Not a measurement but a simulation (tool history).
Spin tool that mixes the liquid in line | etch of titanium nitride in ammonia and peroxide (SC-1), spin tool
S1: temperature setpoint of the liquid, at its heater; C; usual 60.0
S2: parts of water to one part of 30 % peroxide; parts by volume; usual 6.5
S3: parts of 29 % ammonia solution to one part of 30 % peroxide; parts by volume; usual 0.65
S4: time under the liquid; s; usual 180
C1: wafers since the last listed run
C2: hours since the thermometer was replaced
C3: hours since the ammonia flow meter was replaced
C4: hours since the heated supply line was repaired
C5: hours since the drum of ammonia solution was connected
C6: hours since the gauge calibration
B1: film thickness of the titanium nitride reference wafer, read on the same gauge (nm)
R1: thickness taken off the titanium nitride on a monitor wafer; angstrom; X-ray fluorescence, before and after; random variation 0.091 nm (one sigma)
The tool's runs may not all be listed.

Run 1, hour 0.0: usual settings but S3 0.55 parts by volume; C1 0; C2 1519.2; C3 835.2; C4 1312.3; C5 175.6; C6 771.8; B1 79.98. Result: R1 228.9 angstrom.
Run 2, hour 36.8: usual settings but S3 0.55 parts by volume; C1 173; C2 1556.0; C3 872.0; C4 1349.1; C5 212.4; C6 808.6; B1 80.01. Result: R1 226.6 angstrom.
Run 3, hour 86.0: usual settings but S3 0.60 parts by volume; C1 232; C2 1605.2; C3 921.2; C4 1398.3; C5 261.6; C6 857.8; B1 80.01. Result: R1 229.0 angstrom.
At hour 221.4: new drum of ammonia solution connected.
Run 4, hour 267.5: usual settings but S3 0.60 parts by volume; C1 851; C2 1786.7; C3 1102.7; C4 1579.8; C5 46.1; C6 1039.3; B1 80.02. Result: R1 233.7 angstrom.
At hour 315.1: heated supply line repaired.
Run 5, hour 334.8: usual settings but S3 0.60 parts by volume; C1 312; C2 1854.0; C3 1170.0; C4 19.7; C5 113.4; C6 1106.6; B1 79.99. Result: R1 231.8 angstrom.
Run 6, hour 379.3: usual settings but S1 68.0 C; C1 209; C2 1898.5; C3 1214.5; C4 64.2; C5 157.9; C6 1151.1; B1 80.00. Result: R1 391.2 angstrom.
Run 7, hour 418.9: usual settings but S1 68.0 C; C1 186; C2 1938.1; C3 1254.1; C4 103.8; C5 197.5; C6 1190.7; B1 79.96. Result: R1 393.2 angstrom.
Run 8, hour 450.1: usual settings but S1 64.5 C, S3 0.85 parts by volume; C1 147; C2 1969.3; C3 1285.3; C4 135.0; C5 228.7; C6 1221.9; B1 80.01. Result: R1 325.7 angstrom.
Run 9, hour 503.2: usual settings but S1 53.5 C, S2 7.5 parts by volume, S4 80 s; C1 250; C2 2022.4; C3 1338.4; C4 188.1; C5 281.8; C6 1275.0; B1 80.04. Result: R1 62.7 angstrom.
At hour 522.2: gauge calibrated.
Run 10, hour 549.3: usual settings; C1 217; C2 2068.5; C3 1384.5; C4 234.2; C5 327.9; C6 27.1; B1 80.01. Result: R1 232.9 angstrom.
Run 11, hour 644.8: usual settings but S1 55.0 C, S2 5.5 parts by volume, S3 0.80 parts by volume, S4 270 s; C1 450; C2 2164.0; C3 1480.0; C4 329.7; C5 423.4; C6 122.6; B1 79.99. Result: R1 280.4 angstrom.
At hour 678.2: new drum of ammonia solution connected.
Run 12, hour 683.1: usual settings but S1 52.0 C, S2 5.0 parts by volume, S4 140 s; C1 175; C2 2202.3; C3 1518.3; C4 368.0; C5 4.9; C6 160.9; B1 79.98. Result: R1 121.8 angstrom.
Run 13, hour 744.7: usual settings; C1 290; C2 2263.9; C3 1579.9; C4 429.6; C5 66.5; C6 222.5; B1 80.01. Result: R1 234.5 angstrom.
At hour 786.3: ammonia flow meter replaced.
Run 14, hour 814.9: usual settings but S1 63.5 C, S3 0.55 parts by volume; C1 326; C2 2334.1; C3 28.6; C4 499.8; C5 136.7; C6 292.7; B1 79.99. Result: R1 288.7 angstrom.
Run 15, hour 846.7: usual settings; C1 149; C2 2365.9; C3 60.4; C4 531.6; C5 168.5; C6 324.5; B1 79.98. Result: R1 234.5 angstrom.
Run 16, hour 882.7: usual settings but S3 0.75 parts by volume; C1 169; C2 2401.9; C3 96.4; C4 567.6; C5 204.5; C6 360.5; B1 80.01. Result: R1 240.2 angstrom.
Run 17, hour 943.9: usual settings but S2 5.0 parts by volume, S3 0.50 parts by volume, S4 80 s; C1 288; C2 2463.1; C3 157.6; C4 628.8; C5 265.7; C6 421.7; B1 80.02. Result: R1 112.9 angstrom.
At hour 1053.7: new drum of ammonia solution connected.
At hour 1101.8: thermometer replaced.
Run 18, hour 1150.8: usual settings but S1 66.0 C, S2 5.0 parts by volume, S3 0.55 parts by volume, S4 85 s; C1 966; C2 49.0; C3 364.5; C4 835.7; C5 97.1; C6 628.6; B1 79.99. Result: R1 175.4 angstrom.
Run 19, hour 1191.4: usual settings but S1 50.5 C, S3 0.35 parts by volume, S4 270 s; C1 191; C2 89.6; C3 405.1; C4 876.3; C5 137.7; C6 669.2; B1 80.00. Result: R1 163.8 angstrom.
Run 20, hour 1249.8: usual settings but S2 9.5 parts by volume, S4 255 s; C1 275; C2 148.0; C3 463.5; C4 934.7; C5 196.1; C6 727.6; B1 80.01. Result: R1 266.6 angstrom.
Run 21, hour 1314.1: usual settings but S1 53.0 C, S3 0.40 parts by volume; C1 303; C2 212.3; C3 527.8; C4 999.0; C5 260.4; C6 791.9; B1 80.01. Result: R1 131.9 angstrom.
Run 22, hour 1371.2: usual settings but S3 0.45 parts by volume, S4 245 s; C1 269; C2 269.4; C3 584.9; C4 1056.1; C5 317.5; C6 849.0; B1 79.98. Result: R1 292.7 angstrom.
Run 23, hour 1437.3: usual settings but S4 275 s; C1 311; C2 335.5; C3 651.0; C4 1122.2; C5 383.6; C6 915.1; B1 79.99. Result: R1 346.8 angstrom.
Run 24, hour 1499.9: usual settings but S2 5.0 parts by volume, S3 0.80 parts by volume, S4 270 s; C1 295; C2 398.1; C3 713.6; C4 1184.8; C5 446.2; C6 977.7; B1 80.02. Result: R1 395.5 angstrom.
At hour 1524.4: new drum of ammonia solution connected.
Run 25, hour 1560.2: usual settings; C1 279; C2 458.4; C3 773.9; C4 1245.1; C5 35.8; C6 1038.0; B1 79.99. Result: R1 231.5 angstrom.

3 ways to go on from here, each from the tool as it stands after run 25. What would each give?
Run A, hour 1560.7: usual settings but S4 215 s; C1 2; C2 458.9; C3 774.4; C4 1245.6; C5 36.3; C6 1038.5; B1 ?. Result: R1 ?.
Run B, hour 1560.7: usual settings but S1 54.5 C, S3 0.75 parts by volume; C1 2; C2 458.9; C3 774.4; C4 1245.6; C5 36.3; C6 1038.5; B1 ?. Result: R1 ?.
Run C, hour 1560.7: usual settings but S1 57.0 C, S2 7.5 parts by volume, S4 285 s; C1 2; C2 458.9; C3 774.4; C4 1245.6; C5 36.3; C6 1038.5; B1 ?. Result: R1 ?.

run     B1     R1
  A  80.01  277.9
  B  80.01  164.8
  C  80.01  281.9
Without the tool's hidden state the same runs would have given:
run     R1
  A  276.4
  B  163.9
  C  280.3

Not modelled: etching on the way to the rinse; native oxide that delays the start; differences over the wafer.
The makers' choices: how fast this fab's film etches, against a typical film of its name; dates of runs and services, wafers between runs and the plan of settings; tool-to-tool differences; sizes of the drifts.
